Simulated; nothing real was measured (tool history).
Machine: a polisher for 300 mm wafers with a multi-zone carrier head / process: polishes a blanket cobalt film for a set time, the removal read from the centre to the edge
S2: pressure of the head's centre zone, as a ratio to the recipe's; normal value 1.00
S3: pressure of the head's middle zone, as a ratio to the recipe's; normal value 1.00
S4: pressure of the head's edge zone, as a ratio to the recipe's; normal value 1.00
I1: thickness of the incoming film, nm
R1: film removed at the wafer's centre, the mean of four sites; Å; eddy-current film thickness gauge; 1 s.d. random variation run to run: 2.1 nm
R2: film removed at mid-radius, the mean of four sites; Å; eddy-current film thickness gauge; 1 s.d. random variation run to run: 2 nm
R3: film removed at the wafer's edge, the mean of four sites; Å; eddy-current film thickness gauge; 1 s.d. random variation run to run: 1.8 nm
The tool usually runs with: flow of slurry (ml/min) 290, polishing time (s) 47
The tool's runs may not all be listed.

{"run": 1, "hour": 0.0, "flow of slurry (ml/min)": 355, "S2": 1.0, "S3": 1.0, "S4": 1.0, "polishing time (s)": 47, "I1": 1170.5, "R1": 1482, "R2": 1463, "R3": 1360}
{"run": 2, "hour": 28.5, "flow of slurry (ml/min)": 290, "S2": 1.0, "S3": 1.0, "S4": 1.0, "polishing time (s)": 47, "I1": 1188.6, "R1": 1453, "R2": 1428, "R3": 1348}
{"run": 3, "hour": 43.3, "flow of slurry (ml/min)": 290, "S2": 1.0, "S3": 1.0, "S4": 1.0, "polishing time (s)": 47, "I1": 1163.8, "R1": 1435, "R2": 1398, "R3": 1355}
{"run": 4, "hour": 71.4, "flow of slurry (ml/min)": 290, "S2": 1.0, "S3": 1.0, "S4": 1.0, "polishing time (s)": 47, "I1": 1146.3, "R1": 1417, "R2": 1341, "R3": 1304}
{"run": 5, "hour": 88.2, "flow of slurry (ml/min)": 290, "S2": 0.93, "S3": 1.0, "S4": 1.05, "polishing time (s)": 47, "I1": 1156.4, "R1": 1270, "R2": 1267, "R3": 1270}
{"run": 6, "hour": 103.4, "flow of slurry (ml/min)": 290, "S2": 0.93, "S3": 1.0, "S4": 1.05, "polishing time (s)": 47, "I1": 1146.3, "R1": 1105, "R2": 1243, "R3": 1234}
{"run": 7, "hour": 124.3, "flow of slurry (ml/min)": 290, "S2": 0.91, "S3": 1.0, "S4": 1.0, "polishing time (s)": 47, "I1": 1175.3, "R1": 1250, "R2": 1492, "R3": 1385}
{"run": 8, "hour": 145.4, "flow of slurry (ml/min)": 290, "S2": 1.0, "S3": 0.91, "S4": 0.93, "polishing time (s)": 47, "I1": 1156.6, "R1": 1380, "R2": 1326, "R3": 1361}
{"run": 9, "hour": 160.6, "flow of slurry (ml/min)": 290, "S2": 1.0, "S3": 1.0, "S4": 1.0, "polishing time (s)": 36, "I1": 1161.1, "R1": 1024, "R2": 1084, "R3": 1073}
{"run": 10, "hour": 188.5, "flow of slurry (ml/min)": 290, "S2": 1.0, "S3": 1.0, "S4": 1.0, "polishing time (s)": 36, "I1": 1181.9, "R1": 1006, "R2": 1059, "R3": 1011}
{"run": 11, "hour": 201.9, "flow of slurry (ml/min)": 290, "S2": 1.0, "S3": 1.0, "S4": 1.0, "polishing time (s)": 47, "I1": 1188.1, "R1": 1261, "R2": 1372, "R3": 1290}
{"run": 12, "hour": 221.6, "flow of slurry (ml/min)": 290, "S2": 0.88, "S3": 0.89, "S4": 1.0, "polishing time (s)": 36, "I1": 1160.3, "R1": 912, "R2": 983, "R3": 1076}
{"run": 13, "hour": 235.9, "flow of slurry (ml/min)": 360, "S2": 0.91, "S3": 0.93, "S4": 1.12, "polishing time (s)": 47, "I1": 1169.1, "R1": 1263, "R2": 1347, "R3": 1482}
{"run": 14, "hour": 261.5, "flow of slurry (ml/min)": 290, "S2": 1.11, "S3": 1.0, "S4": 1.0, "polishing time (s)": 47, "I1": 1172.8, "R1": 1513, "R2": 1423, "R3": 1390}
{"run": 15, "hour": 289.9, "flow of slurry (ml/min)": 290, "S2": 1.0, "S3": 1.0, "S4": 1.0, "polishing time (s)": 47, "I1": 1183.9, "R1": 1331, "R2": 1402, "R3": 1311}
{"run": 16, "hour": 306.1, "flow of slurry (ml/min)": 385, "S2": 1.0, "S3": 1.0, "S4": 1.0, "polishing time (s)": 47, "I1": 1171.2, "R1": 1297, "R2": 1348, "R3": 1339}
{"run": 17, "hour": 326.4, "flow of slurry (ml/min)": 290, "S2": 1.0, "S3": 0.88, "S4": 1.11, "polishing time (s)": 47, "I1": 1153.6, "R1": 1393, "R2": 1309, "R3": 1524}
{"run": 18, "hour": 362.2, "flow of slurry (ml/min)": 335, "S2": 1.0, "S3": 0.88, "S4": 1.0, "polishing time (s)": 34, "I1": 1166.6, "R1": 992, "R2": 934, "R3": 1021}
{"run": 19, "hour": 384.2, "flow of slurry (ml/min)": 290, "S2": 1.0, "S3": 1.0, "S4": 1.0, "polishing time (s)": 57, "I1": 1157.9, "R1": 1650, "R2": 1671, "R3": 1649}
{"run": 20, "hour": 411.9, "flow of slurry (ml/min)": 290, "S2": 1.0, "S3": 0.91, "S4": 1.0, "polishing time (s)": 40, "I1": 1179.0, "R1": 1082, "R2": 1036, "R3": 1097}
{"run": 21, "hour": 434.8, "flow of slurry (ml/min)": 290, "S2": 1.0, "S3": 1.0, "S4": 1.0, "polishing time (s)": 56, "I1": 1190.0, "R1": 1710, "R2": 1713, "R3": 1660}
{"run": 22, "hour": 466.6, "flow of slurry (ml/min)": 290, "S2": 1.0, "S3": 1.0, "S4": 1.0, "polishing time (s)": 47, "I1": 1179.8, "R1": 1359, "R2": 1377, "R3": 1365}

Withheld: 9 entries from between the runs. Position of each, and hidden state at the listed run before versus the listed run after:
After run 5, before run 6: centre zone pressure recalibrated (hour 94.2)
  removal rate lost through wear of the pad, %: 11.7 -> 14.8; deviation of the centre zone's pressure from its setpoint, %: 9.19 -> -1.23
  measured value less the no-hidden-state value, R1: -45 -> -208 Å; R2: -169 -> -215 Å; R3: -168 -> -214 Å
After run 6, before run 7: worn pad replaced by a new one (hour 114.2)
  removal rate lost through wear of the pad, %: 14.8 -> 0.585; deviation of the centre zone's pressure from its setpoint, %: -1.23 -> -0.979
  measured value less the no-hidden-state value, R1: -208 -> -20 Å; R2: -215 -> -9 Å; R3: -214 -> -8 Å
After run 7, before run 8: carrier head's membrane replaced by a new one (hour 140.2)
  removal rate lost through wear of the pad, %: 0.585 -> 1.5; deviation of the centre zone's pressure from its setpoint, %: -0.979 -> -0.73
  measured value less the no-hidden-state value, R1: -20 -> -31 Å; R2: -9 -> -20 Å; R3: -8 -> -20 Å
After run 9, before run 10: slurry nozzle cleaned (hour 165.7)
  removal rate lost through wear of the pad, %: 2.74 -> 6.27; deviation of the centre zone's pressure from its setpoint, %: -0.551 -> -0.221
  measured value less the no-hidden-state value, R1: -35 -> -70 Å; R2: -31 -> -71 Å; R3: -30 -> -68 Å
After run 11, before run 12: worn pad replaced by a new one (hour 221.3)
  removal rate lost through wear of the pad, %: 8.55 -> 1.17; deviation of the centre zone's pressure from its setpoint, %: -0.0628 -> 0.17
  measured value less the no-hidden-state value, R1: -118 -> -9 Å; R2: -128 -> -11 Å; R3: -120 -> -12 Å
After run 16, before run 17: worn pad replaced by a new one (hour 317.9)
  removal rate lost through wear of the pad, %: 8.72 -> 0.492; deviation of the centre zone's pressure from its setpoint, %: 1.17 -> 1.41
  measured value less the no-hidden-state value, R1: -108 -> +13 Å; R2: -129 -> -6 Å; R3: -127 -> -7 Å
After run 17, before run 18: edge zone pressure recalibrated (hour 335.0)
  removal rate lost through wear of the pad, %: 0.492 -> 2.47; deviation of the centre zone's pressure from its setpoint, %: 1.41 -> 1.83
  measured value less the no-hidden-state value, R1: +13 -> -7 Å; R2: -6 -> -23 Å; R3: -7 -> -26 Å
After run 18, before run 19: slurry nozzle cleaned (hour 379.7)
  removal rate lost through wear of the pad, %: 2.47 -> 5.02; deviation of the centre zone's pressure from its setpoint, %: 1.83 -> 2.09
  measured value less the no-hidden-state value, R1: -7 -> -52 Å; R2: -23 -> -89 Å; R3: -26 -> -87 Å
After run 20, before run 21: worn pad replaced by a new one (hour 419.2)
  removal rate lost through wear of the pad, %: 9.68 -> 2.44; deviation of the centre zone's pressure from its setpoint, %: 2.42 -> 2.69
  measured value less the no-hidden-state value, R1: -87 -> +3 Å; R2: -112 -> -43 Å; R3: -118 -> -42 Å
